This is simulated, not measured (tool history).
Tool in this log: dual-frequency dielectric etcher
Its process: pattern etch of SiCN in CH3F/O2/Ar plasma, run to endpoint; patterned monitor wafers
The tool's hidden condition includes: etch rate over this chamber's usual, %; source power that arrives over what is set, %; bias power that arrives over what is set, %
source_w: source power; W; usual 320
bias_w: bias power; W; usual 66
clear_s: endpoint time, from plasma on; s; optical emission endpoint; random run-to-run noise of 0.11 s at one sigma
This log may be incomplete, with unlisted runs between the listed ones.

| run | day | source_w | bias_w | wafers since the last listed run | hours since the last wet clean | hours since the last source power generator calibration | hours since the last bias power generator calibration | hours since the last upper electrode change | incoming incoming film thickness, nm | clear_s |
|---|---|---|---|---|---|---|---|---|---|---|
| 1 | 0.000 | 380 | 66 | 0 | 142.1 | 1677.9 | 2908.0 | 2921.8 | 12.23 | 36.3 |
| 2 | 1.012 | 380 | 66 | 369 | 166.4 | 1702.2 | 2932.3 | 2946.1 | 12.26 | 36.2 |
| 3 | 2.379 | 380 | 66 | 498 | 199.2 | 1735.0 | 2965.1 | 2978.9 | 12.20 | 36.0 |
| 4 | 3.088 | 270 | 66 | 258 | 216.2 | 1752.0 | 2982.1 | 2995.9 | 12.09 | 39.0 |
|  | 3.408 | bias power generator calibrated |
| 5 | 4.583 | 270 | 66 | 484 | 252.1 | 1787.9 | 28.2 | 3031.8 | 12.32 | 39.3 |
| 6 | 5.258 | 270 | 66 | 246 | 268.3 | 1804.1 | 44.4 | 3048.0 | 12.10 | 39.0 |
| 7 | 6.650 | 320 | 66 | 507 | 301.7 | 1837.5 | 77.8 | 3081.4 | 12.13 | 37.2 |
| 8 | 7.717 | 320 | 66 | 389 | 327.3 | 1863.1 | 103.4 | 3107.0 | 12.18 | 37.3 |
| 9 | 8.792 | 320 | 66 | 392 | 353.1 | 1888.9 | 129.2 | 3132.8 | 12.18 | 37.4 |
| 10 | 9.450 | 370 | 66 | 240 | 368.9 | 1904.7 | 145.0 | 3148.6 | 12.29 | 36.2 |
| 11 | 10.238 | 370 | 66 | 287 | 387.8 | 1923.6 | 163.9 | 3167.5 | 12.20 | 36.1 |
| 12 | 10.808 | 320 | 66 | 208 | 401.5 | 1937.3 | 177.6 | 3181.2 | 12.28 | 37.7 |
| 13 | 12.050 | 260 | 76 | 452 | 431.3 | 1967.1 | 207.4 | 3211.0 | 12.37 | 37.7 |
| 14 | 13.142 | 320 | 66 | 398 | 457.5 | 1993.3 | 233.6 | 3237.2 | 12.14 | 37.0 |
| 15 | 14.417 | 360 | 60 | 465 | 488.1 | 2023.9 | 264.2 | 3267.8 | 12.24 | 37.6 |
| 16 | 15.017 | 320 | 66 | 218 | 502.5 | 2038.3 | 278.6 | 3282.2 | 12.12 | 36.8 |
|  | 16.338 | wet clean of the chamber |
| 17 | 16.358 | 260 | 57 | 124 | 0.5 | 2070.5 | 310.8 | 3314.4 | 12.04 | 41.8 |
| 18 | 16.375 | 300 | 66 | 6 | 0.9 | 2070.9 | 311.2 | 3314.8 | 12.17 | 38.7 |
| 19 | 17.008 | 320 | 66 | 231 | 16.1 | 2086.1 | 326.4 | 3330.0 | 12.21 | 38.0 |
|  | 19.288 | upper electrode replaced |
| 20 | 19.308 | 320 | 66 | 474 | 71.3 | 2141.3 | 381.6 | 0.5 | 12.23 | 38.0 |
| 21 | 19.579 | 300 | 53 | 98 | 77.8 | 2147.8 | 388.1 | 7.0 | 12.24 | 42.1 |
|  | 21.512 | source power generator calibrated |
| 22 | 22.638 | 360 | 57 | 1054 | 151.2 | 27.0 | 461.5 | 80.4 | 12.04 | 38.4 |
| 23 | 23.583 | 270 | 66 | 345 | 173.9 | 49.7 | 484.2 | 103.1 | 12.31 | 39.7 |
| 24 | 24.883 | 370 | 73 | 474 | 205.1 | 80.9 | 515.4 | 134.3 | 12.14 | 34.7 |
| 25 | 25.408 | 350 | 71 | 191 | 217.7 | 93.5 | 528.0 | 146.9 | 12.07 | 35.3 |
| 26 | 26.588 | 350 | 77 | 430 | 246.0 | 121.8 | 556.3 | 175.2 | 12.33 | 35.0 |
| 27 | 27.908 | 390 | 71 | 481 | 277.7 | 153.5 | 588.0 | 206.9 | 12.19 | 34.6 |
| 28 | 28.521 | 350 | 71 | 223 | 292.4 | 168.2 | 602.7 | 221.6 | 12.09 | 35.4 |
| 29 | 29.304 | 380 | 51 | 285 | 311.2 | 187.0 | 621.5 | 240.4 | 12.18 | 39.5 |
| 30 | 30.062 | 250 | 76 | 276 | 329.4 | 205.2 | 639.7 | 258.6 | 12.20 | 37.5 |
| 31 | 31.371 | 320 | 66 | 477 | 360.8 | 236.6 | 671.1 | 290.0 | 12.09 | 37.0 |
| 32 | 32.088 | 320 | 66 | 261 | 378.0 | 253.8 | 688.3 | 307.2 | 12.27 | 37.8 |
| 33 | 33.462 | 320 | 55 | 501 | 411.0 | 286.8 | 721.3 | 340.2 | 12.26 | 40.6 |
| 34 | 34.696 | 380 | 79 | 449 | 440.6 | 316.4 | 750.9 | 369.8 | 12.25 | 33.2 |

Hidden state, per run?
source power that arrives over what is set, %: 0, the same for each run
bias power that arrives over what is set, %: 0, the same for each run
H1: etch rate over this chamber's usual, %
| run | H1 |
|---|---|
| 1 | 0.581 |
| 2 | 0.683 |
| 3 | 0.821 |
| 4 | 0.892 |
| 5 | 1.04 |
| 6 | 1.11 |
| 7 | 1.25 |
| 8 | 1.36 |
| 9 | 1.47 |
| 10 | 1.53 |
| 11 | 1.61 |
| 12 | 1.67 |
| 13 | 1.79 |
| 14 | 1.9 |
| 15 | 2.03 |
| 16 | 2.09 |
| 17 | -0.165 |
| 18 | -0.164 |
| 19 | -0.0998 |
| 20 | 0.132 |
| 21 | 0.159 |
| 22 | 0.467 |
| 23 | 0.562 |
| 24 | 0.693 |
| 25 | 0.746 |
| 26 | 0.865 |
| 27 | 0.998 |
| 28 | 1.06 |
| 29 | 1.14 |
| 30 | 1.21 |
| 31 | 1.35 |
| 32 | 1.42 |
| 33 | 1.56 |
| 34 | 1.68 |

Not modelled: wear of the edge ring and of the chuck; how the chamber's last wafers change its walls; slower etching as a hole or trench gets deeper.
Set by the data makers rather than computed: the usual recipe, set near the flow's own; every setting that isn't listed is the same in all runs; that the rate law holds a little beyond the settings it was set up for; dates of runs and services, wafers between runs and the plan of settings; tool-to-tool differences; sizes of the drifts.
